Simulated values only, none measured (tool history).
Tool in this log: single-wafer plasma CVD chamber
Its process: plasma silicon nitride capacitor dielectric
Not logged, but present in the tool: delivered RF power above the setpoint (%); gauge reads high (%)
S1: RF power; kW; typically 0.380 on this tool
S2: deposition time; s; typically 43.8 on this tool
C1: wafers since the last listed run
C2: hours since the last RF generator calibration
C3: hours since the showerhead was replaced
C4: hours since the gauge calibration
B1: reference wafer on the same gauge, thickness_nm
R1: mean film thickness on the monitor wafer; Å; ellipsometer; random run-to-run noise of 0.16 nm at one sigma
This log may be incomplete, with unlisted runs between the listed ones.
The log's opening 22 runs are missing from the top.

{"run": 23, "hour": 630.1, "S1": 0.38, "S2": 41.0, "C1": 313, "C2": 1537.8, "C3": 2969.8, "C4": 50.0, "B1": 66.819, "R1": 521.16}
{"run": 24, "hour": 656.8, "S1": 0.38, "S2": 43.8, "C1": 347, "C2": 1564.5, "C3": 2996.5, "C4": 76.7, "B1": 66.865, "R1": 555.63}
{"run": 25, "hour": 687.3, "S1": 0.425, "S2": 52.0, "C1": 396, "C2": 1595.0, "C3": 3027.0, "C4": 107.2, "B1": 66.882, "R1": 679.03}
{"run": 26, "hour": 722.5, "S1": 0.38, "S2": 43.8, "C1": 457, "C2": 1630.2, "C3": 3062.2, "C4": 142.4, "B1": 66.82, "R1": 552.93}
{"hour": 750.9, "done": "RF generator calibrated"}
{"run": 27, "hour": 771.1, "S1": 0.41, "S2": 35.2, "C1": 528, "C2": 20.2, "C3": 3110.8, "C4": 191.0, "B1": 66.853, "R1": 460.63}
{"run": 28, "hour": 787.1, "S1": 0.38, "S2": 43.8, "C1": 208, "C2": 36.2, "C3": 3126.8, "C4": 207.0, "B1": 66.866, "R1": 563.21}
{"run": 29, "hour": 815.8, "S1": 0.44, "S2": 46.8, "C1": 373, "C2": 64.9, "C3": 3155.5, "C4": 235.7, "B1": 66.878, "R1": 622.2}
{"run": 30, "hour": 842.9, "S1": 0.38, "S2": 43.8, "C1": 352, "C2": 92.0, "C3": 3182.6, "C4": 262.8, "B1": 66.864, "R1": 561.62}
{"hour": 851.4, "done": "showerhead replaced"}
{"run": 31, "hour": 855.1, "S1": 0.38, "S2": 43.8, "C1": 54, "C2": 104.2, "C3": 3.7, "C4": 275.0, "B1": 66.935, "R1": 562.95}
{"run": 32, "hour": 887.8, "S1": 0.38, "S2": 43.8, "C1": 425, "C2": 136.9, "C3": 36.4, "C4": 307.7, "B1": 66.906, "R1": 565.3}
{"run": 33, "hour": 908.9, "S1": 0.4, "S2": 41.4, "C1": 274, "C2": 158.0, "C3": 57.5, "C4": 328.8, "B1": 66.848, "R1": 539.84}
{"run": 34, "hour": 939.1, "S1": 0.435, "S2": 47.4, "C1": 392, "C2": 188.2, "C3": 87.7, "C4": 359.0, "B1": 66.922, "R1": 632.11}
{"run": 35, "hour": 967.9, "S1": 0.315, "S2": 51.6, "C1": 374, "C2": 217.0, "C3": 116.5, "C4": 387.8, "B1": 66.911, "R1": 637.65}
{"run": 36, "hour": 985.3, "S1": 0.38, "S2": 37.2, "C1": 226, "C2": 234.4, "C3": 133.9, "C4": 405.2, "B1": 66.893, "R1": 479.27}
{"run": 37, "hour": 1013.9, "S1": 0.38, "S2": 43.8, "C1": 372, "C2": 263.0, "C3": 162.5, "C4": 433.8, "B1": 66.854, "R1": 563.35}
{"run": 38, "hour": 1032.4, "S1": 0.38, "S2": 38.5, "C1": 240, "C2": 281.5, "C3": 181.0, "C4": 452.3, "B1": 66.913, "R1": 495.46}
{"run": 39, "hour": 1057.7, "S1": 0.415, "S2": 49.3, "C1": 329, "C2": 306.8, "C3": 206.3, "C4": 477.6, "B1": 66.897, "R1": 646.54}
{"run": 40, "hour": 1082.0, "S1": 0.415, "S2": 43.8, "C1": 316, "C2": 331.1, "C3": 230.6, "C4": 501.9, "B1": 66.911, "R1": 575.8}
{"run": 41, "hour": 1109.1, "S1": 0.345, "S2": 52.5, "C1": 352, "C2": 358.2, "C3": 257.7, "C4": 529.0, "B1": 66.891, "R1": 655.94}
{"run": 42, "hour": 1130.9, "S1": 0.34, "S2": 38.4, "C1": 283, "C2": 380.0, "C3": 279.5, "C4": 550.8, "B1": 66.905, "R1": 478.71}
{"run": 43, "hour": 1145.5, "S1": 0.38, "S2": 37.7, "C1": 189, "C2": 394.6, "C3": 294.1, "C4": 565.4, "B1": 66.851, "R1": 485.32}
{"run": 44, "hour": 1164.0, "S1": 0.41, "S2": 47.4, "C1": 240, "C2": 413.1, "C3": 312.6, "C4": 583.9, "B1": 66.899, "R1": 618.35}
{"run": 45, "hour": 1198.6, "S1": 0.415, "S2": 49.3, "C1": 450, "C2": 447.7, "C3": 347.2, "C4": 618.5, "B1": 66.828, "R1": 642.64}

Here are 3 independent what-if runs from the current tool condition. What would each one return?
{"run": "A", "hour": 1199.0, "S1": 0.31, "S2": 43.8, "C1": 5, "C2": 448.1, "C3": 347.6, "C4": 618.9, "B1": "?", "R1": "?"}
{"run": "B", "hour": 1199.0, "S1": 0.455, "S2": 48.8, "C1": 5, "C2": 448.1, "C3": 347.6, "C4": 618.9, "B1": "?", "R1": "?"}
{"run": "C", "hour": 1199.0, "S1": 0.44, "S2": 50.1, "C1": 5, "C2": 448.1, "C3": 347.6, "C4": 618.9, "B1": "?", "R1": "?"}

run=A B1=66.798 R1=536.10
run=B B1=66.798 R1=651.48
run=C B1=66.798 R1=663.57
With the hidden condition removed and each run's random variation left untouched, the same runs would have given:
run=A R1=538.88
run=B R1=654.85
run=C R1=667.01
